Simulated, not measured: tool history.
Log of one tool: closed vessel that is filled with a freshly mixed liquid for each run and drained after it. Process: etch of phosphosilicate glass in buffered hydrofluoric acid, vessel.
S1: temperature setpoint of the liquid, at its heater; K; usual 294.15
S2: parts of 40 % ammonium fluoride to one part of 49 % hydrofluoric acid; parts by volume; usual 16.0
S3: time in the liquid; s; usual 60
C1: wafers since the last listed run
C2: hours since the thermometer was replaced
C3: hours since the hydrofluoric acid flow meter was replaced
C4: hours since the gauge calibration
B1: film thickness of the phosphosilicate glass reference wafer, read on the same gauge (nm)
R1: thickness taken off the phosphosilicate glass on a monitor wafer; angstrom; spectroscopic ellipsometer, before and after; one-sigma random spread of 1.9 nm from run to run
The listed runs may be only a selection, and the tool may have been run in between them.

run,day,S1,S2,S3,C1,C2,C3,C4,B1,R1
1,0.000,294.15,16.0,60,0,1668.0,998.5,411.3,109.99,2393.1
2,1.775,294.15,16.0,60,5246,1710.6,1041.1,453.9,110.01,2411.5
3,4.454,294.15,16.0,60,7919,1774.9,1105.4,518.2,110.01,2429.6
4,5.812,294.15,16.0,60,4015,1807.5,1138.0,550.8,109.99,2381.7
5,8.771,294.15,16.0,60,8744,1878.5,1209.0,621.8,110.00,2394.4
6,10.275,294.15,16.0,60,4446,1914.6,1245.1,657.9,110.02,2385.1
7,12.433,291.15,16.0,60,6379,1966.4,1296.9,709.7,109.99,2053.7
8,14.562,291.15,16.0,60,6293,2017.5,1348.0,760.8,110.02,2060.0
9,17.067,291.15,16.0,60,7402,2077.6,1408.1,820.9,110.01,2069.6
10,19.958,294.15,16.0,60,8547,2147.0,1477.5,890.3,110.00,2414.6
11,21.708,294.15,16.0,60,5172,2189.0,1519.5,932.3,110.01,2417.1
12,23.475,294.15,16.0,60,5222,2231.4,1561.9,974.7,109.99,2435.3
13,24.700,294.15,16.0,60,3621,2260.8,1591.3,1004.1,110.01,2463.8
14,27.571,294.15,18.5,80,8486,2329.7,1660.2,1073.0,109.99,2820.8
15,28.800,299.15,16.0,60,3633,2359.2,1689.7,1102.5,110.00,3227.1
16,30.362,294.15,16.0,70,4618,2396.7,1727.2,1140.0,109.98,2899.4
# day 31.396: thermometer replaced
17,31.779,294.15,10.0,80,4064,9.2,1761.2,1174.0,110.00,5015.9
18,33.375,294.15,16.0,95,4717,47.5,1799.5,1212.3,109.98,3890.9
# day 33.875: gauge calibrated
19,35.958,290.15,19.0,90,7636,109.5,1861.5,50.0,110.01,2511.2
# day 40.683: hydrofluoric acid flow meter replaced
20,43.946,294.15,16.0,60,23487,301.2,78.3,241.7,110.01,2590.0
21,50.308,294.15,16.0,60,18807,453.9,231.0,394.4,110.01,2636.8
22,53.271,291.15,16.0,60,8757,525.0,302.1,465.5,109.99,2224.8
# day 54.508: hydrofluoric acid flow meter replaced, repeated, since the last time left the tool worse
23,55.658,291.15,19.0,60,6934,582.3,27.6,522.8,110.00,1670.7
24,57.842,294.15,16.0,60,6453,634.7,80.0,575.2,109.99,2310.7
25,59.033,292.15,13.0,95,3522,663.3,108.6,603.8,110.00,3991.7
26,60.738,291.15,16.0,30,5037,704.2,149.5,644.7,109.98,973.1
27,62.738,294.15,19.5,60,5911,752.2,197.5,692.7,110.00,1917.7

Forecast each of these 3 alternatives for the next run:
A,62.767,294.15,16.0,60,86,752.9,198.2,693.4,?,?
B,62.767,294.15,16.0,75,86,752.9,198.2,693.4,?,?
C,62.767,291.15,18.0,45,86,752.9,198.2,693.4,?,?

run,B1,R1
A,109.98,2362.4
B,109.98,2952.9
C,109.98,1332.4
Without the tool's hidden state the same runs would have given:
run,R1
A,2317.9
B,2897.3
C,1307.3
